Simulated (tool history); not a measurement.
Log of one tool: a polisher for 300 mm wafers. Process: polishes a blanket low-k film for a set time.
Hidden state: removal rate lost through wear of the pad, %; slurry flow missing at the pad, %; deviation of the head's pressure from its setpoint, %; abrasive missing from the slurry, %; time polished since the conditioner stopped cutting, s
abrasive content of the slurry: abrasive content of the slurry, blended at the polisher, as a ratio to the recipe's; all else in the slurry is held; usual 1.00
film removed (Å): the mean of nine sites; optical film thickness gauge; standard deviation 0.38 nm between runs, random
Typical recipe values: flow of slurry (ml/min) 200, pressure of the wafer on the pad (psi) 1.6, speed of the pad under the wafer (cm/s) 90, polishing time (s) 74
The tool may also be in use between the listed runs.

run	hour	flow of slurry (ml/min)	pressure of the wafer on the pad (psi)	speed of the pad under the wafer (cm/s)	abrasive content of the slurry	polishing time (s)	wafers since the last listed run	wafers polished on this pad	hours since the slurry nozzle was cleaned	hours since the head pressure was calibrated	hours since the slurry blender was calibrated	hours since the conditioning disc was replaced	incoming thickness of the incoming film, nm	film removed (Å)
1	0.0	200	1.6	90	0.80	74	0	1210	95.8	631.5	198.4	64.9	599.9	171
# hour 8.5: slurry blender recalibrated
# hour 20.7: worn pad replaced by a new one
2	24.1	200	1.6	90	0.80	74	222	41	119.9	655.6	15.6	89.0	610.5	208
3	109.8	200	1.6	90	0.80	74	1055	1096	205.6	741.3	101.3	174.7	604.2	191
4	127.2	200	1.6	90	1.00	74	214	1310	223.0	758.7	118.7	192.1	594.5	220
# hour 132.1: worn pad replaced by a new one
5	157.4	200	1.6	90	1.00	74	322	311	253.2	788.9	148.9	222.3	600.8	212
# hour 159.6: slurry nozzle cleaned
6	182.9	200	1.6	90	1.00	74	301	612	23.3	814.4	174.4	247.8	593.5	211
# hour 185.9: head pressure recalibrated
# hour 195.6: slurry blender recalibrated
7	217.3	200	1.6	90	1.00	74	374	987	57.7	31.4	21.7	282.2	597.8	223
# hour 232.4: worn pad replaced by a new one
8	239.5	200	1.6	90	1.00	74	224	86	79.9	53.6	43.9	304.4	598.1	218
# hour 253.3: conditioning disc replaced and pad reconditioned
9	256.9	245	2.2	90	1.00	96	189	276	97.3	71.0	61.3	3.6	609.9	429
10	270.6	145	1.6	78	1.00	74	168	445	111.0	84.7	75.0	17.3	603.4	207
11	284.1	260	1.6	90	1.00	74	166	611	124.5	98.2	88.5	30.8	593.1	245
12	311.0	200	1.6	90	1.00	74	331	942	151.4	125.1	115.4	57.7	593.8	232
13	324.6	200	1.6	90	0.80	74	167	1110	165.0	138.7	129.0	71.3	605.1	181
# hour 332.5: worn pad replaced by a new one
14	351.1	200	1.6	70	1.00	97	277	228	191.5	165.2	155.5	97.8	599.4	234
15	380.7	180	1.6	72	1.00	74	364	592	221.1	194.8	185.1	127.4	599.3	175

Pick out some run-to-run changes in film removed (Å). Of each, how much would a tool without hidden state show as well, from the settings, what came in and chance, and how much is left for the hidden state and any gauge scatter not in both results compared?
Run 1 -> 2: slurry blender recalibrated, worn pad replaced by a new one. film removed (Å) +37: hidden state +28, all else +9.
Run 9 -> 10: flow of slurry (ml/min) 245 -> 145, pressure of the wafer on the pad (psi) 2.2 -> 1.6, speed of the pad under the wafer (cm/s) 90 -> 78, polishing time (s) 96 -> 74. film removed (Å) -222: hidden state +8, all else -230.
